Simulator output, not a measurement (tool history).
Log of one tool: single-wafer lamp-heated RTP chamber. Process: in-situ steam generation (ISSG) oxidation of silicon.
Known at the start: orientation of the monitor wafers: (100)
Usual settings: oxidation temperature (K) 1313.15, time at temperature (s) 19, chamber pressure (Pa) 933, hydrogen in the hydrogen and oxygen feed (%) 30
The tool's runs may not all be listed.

run	hour	oxidation temperature (K)	time at temperature (s)	chamber pressure (Pa)	hydrogen in the hydrogen and oxygen feed (%)	read-back reference wafer on the same gauge, thickness	oxide thickness on the monitor wafer (nm)
1	0	1313.15	19	1000	30	7.387	7.181
2	17.9	1313.15	19	1000	30	7.393	7.22
3	48.7	1313.15	19	1000	30	7.394	7.262
4	67.4	1313.15	17	933	30	7.39	6.858
5	103.1	1313.15	17	933	30	7.389	6.825
6	123.8	1313.15	17	933	30	7.389	6.872
7	155.5	1313.15	19	933	30	7.383	7.263
8	175.3	1313.15	19	933	30	7.39	7.26
9	201.7	1313.15	19	933	30	7.39	7.241
10	227.7	1324.15	19	933	30	7.392	7.738
# hour 239.5: gauge calibrated
# hour 259.3: hydrogen flow controller replaced
11	259.8	1324.15	19	933	30	7.389	7.748
# hour 288.8: pressure gauge zeroed
12	289.4	1313.15	19	920	30	7.394	7.316
13	314.4	1313.15	13	1133	32	7.386	6.084
14	332.6	1313.15	17	933	30	7.387	6.907
15	363.3	1313.15	19	933	30	7.39	7.263
16	392.2	1313.15	19	933	30	7.389	7.281
# hour 403.3: pyrometer window cleaned and pyrometer calibrated
17	405.6	1319.15	19	1000	30	7.393	7.35
18	421.3	1294.15	19	1000	30	7.388	6.495
19	451.7	1322.15	19	933	27	7.395	7.277
20	466.3	1319.15	19	1000	30	7.39	7.395
21	482.5	1323.15	19	933	30	7.386	7.602
22	508.3	1298.15	22	920	32	7.389	7.313
23	538.1	1300.15	26	920	24	7.385	7.407

Measured less the same run without the tool's hidden state. The same run-to-run variation is in both; the gauge's scatter may not be:
The hidden state here: true wafer temperature minus pyrometer reading, K; true pressure minus gauge reading, Torr; deviation of the hydrogen flow from its setpoint, %; gauge reads high (%).
run	oxide thickness on the monitor wafer (nm)
1	+0.114
2	+0.125
3	+0.142
4	+0.138
5	+0.151
6	+0.158
7	+0.181
8	+0.186
9	+0.191
10	+0.222
11	+0.228
12	+0.209
13	+0.16
14	+0.196
15	+0.214
16	+0.218
17	+0.032
18	+0.038
19	+0.08
20	+0.093
21	+0.111
22	+0.114
23	+0.139
